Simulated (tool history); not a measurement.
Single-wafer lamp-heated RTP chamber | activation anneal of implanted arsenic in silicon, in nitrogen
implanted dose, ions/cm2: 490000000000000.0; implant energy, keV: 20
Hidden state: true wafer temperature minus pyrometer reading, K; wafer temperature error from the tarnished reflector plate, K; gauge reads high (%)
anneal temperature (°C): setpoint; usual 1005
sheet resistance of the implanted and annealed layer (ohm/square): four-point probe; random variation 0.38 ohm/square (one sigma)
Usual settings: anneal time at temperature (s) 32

run   hour  anneal temperature (°C)  anneal time at temperature (s)  wafers since the last listed run  wafers since the last pyrometer calibration  wafers since the reflector plate was cleaned  hours since the gauge calibration  read-back reference wafer on the same gauge, sheet resistance  sheet resistance of the implanted and annealed layer (ohm/square)
  1    0.0                     1005                              32                                 0                                         2271                                          1736                               50.6                                                         168.03                                                             207.79
       3.0  -- pyrometer window cleaned and pyrometer calibrated
  2   13.0                     1005                              32                               146                                          146                                          1882                               63.6                                                         167.98                                                             208.52
  3   20.6                     1005                              32                               111                                          258                                          1994                               71.2                                                         167.96                                                             208.42
  4   36.4                      998                              32                               232                                          490                                          2226                               87.0                                                         167.99                                                             208.61
  5   50.6                      998                              32                               208                                          698                                          2435                              101.2                                                         168.00                                                             209.00
  6   62.9                      995                              32                               180                                          879                                          2615                              113.5                                                         168.00                                                             210.26
  7   72.5                      995                              32                               141                                         1020                                          2756                              123.1                                                         168.01                                                             209.92
  8   79.5                      981                              19                               102                                         1123                                          2859                              130.1                                                         168.00                                                             213.67
  9   93.9                      981                              19                               211                                         1335                                          3071                              144.5                                                         167.93                                                             213.33
 10  110.5                     1005                              32                               243                                         1579                                          3315                              161.1                                                         167.94                                                             207.78
 11  121.1                     1005                              32                               155                                         1734                                          3471                              171.7                                                         168.01                                                             207.96
 12  136.4                     1005                              32                               224                                         1959                                          3695                              187.0                                                         168.00                                                             208.43
 13  174.9                     1005                              32                               565                                         2525                                          4261                              225.5                                                         167.97                                                             207.62
 14  189.4                     1005                              32                               213                                         2738                                          4474                              240.0                                                         168.02                                                             207.56
     211.6  -- pyrometer window cleaned and pyrometer calibrated
 15  212.1                     1035                              44                               216                                            7                                          4690                              262.7                                                         168.03                                                             197.27
 16  218.2                     1005                              32                                89                                           97                                          4780                              268.8                                                         167.97                                                             205.82
 17  225.9                     1025                              46                               113                                          210                                          4893                              276.5                                                         168.00                                                             198.94
 18  238.9                      982                              42                               191                                          401                                          5084                              289.5                                                         167.99                                                             208.07
     241.0  -- gauge calibrated
 19  245.2                     1018                              23                                92                                          493                                          5177                                4.2                                                         168.03                                                             206.18
     273.1  -- reflector plate cleaned
     277.8  -- pyrometer window cleaned and pyrometer calibrated, repeated, since the last time left the tool worse
 20  282.1                     1005                              32                               355                                           62                                            62                               41.1                                                         167.99                                                             207.64
 21  294.8                     1005                              48                               186                                          249                                           249                               53.8                                                         168.02                                                             205.26
 22  306.8                     1014                              40                               176                                          425                                           425                               65.8                                                         167.99                                                             205.37
 23  324.7                     1005                              32                               263                                          688                                           688                               83.7                                                         167.95                                                             207.74
 24  336.8                     1033                              17                               177                                          866                                           866                               95.8                                                         168.01                                                             207.82
 25  363.1                      991                              41                               386                                         1252                                          1252                              122.1                                                         167.97                                                             207.83
 26  369.2                     1005                              32                                89                                         1342                                          1342                              128.2                                                         168.03                                                             208.28
 27  382.5                     1027                              49                               195                                         1538                                          1538                              141.5                                                         168.02                                                             200.48
 28  397.5                     1005                              32                               220                                         1758                                          1758                              156.5                                                         168.01                                                             207.76

4 ways to go on from here, each from the tool as it stands after run 28. What would each give?
  A  397.9                     1013                              32                                 5                                         1764                                          1764                              156.9                                                              ?                                                                  ?
  B  397.9                     1005                              43                                 5                                         1764                                          1764                              156.9                                                              ?                                                                  ?
  C  397.9                     1023                              24                                 5                                         1764                                          1764                              156.9                                                              ?                                                                  ?
  D  397.9                      982                              47                                 5                                         1764                                          1764                              156.9                                                              ?                                                                  ?

run  read-back reference wafer on the same gauge, sheet resistance  sheet resistance of the implanted and annealed layer (ohm/square)
  A                                                         167.97                                                             206.37
  B                                                         167.97                                                             205.56
  C                                                         167.97                                                             206.76
  D                                                         167.97                                                             208.71
Without the tool's hidden state the same runs would have given:
run  sheet resistance of the implanted and annealed layer (ohm/square)
  A                                                             207.18
  B                                                             206.40
  C                                                             207.58
  D                                                             209.43

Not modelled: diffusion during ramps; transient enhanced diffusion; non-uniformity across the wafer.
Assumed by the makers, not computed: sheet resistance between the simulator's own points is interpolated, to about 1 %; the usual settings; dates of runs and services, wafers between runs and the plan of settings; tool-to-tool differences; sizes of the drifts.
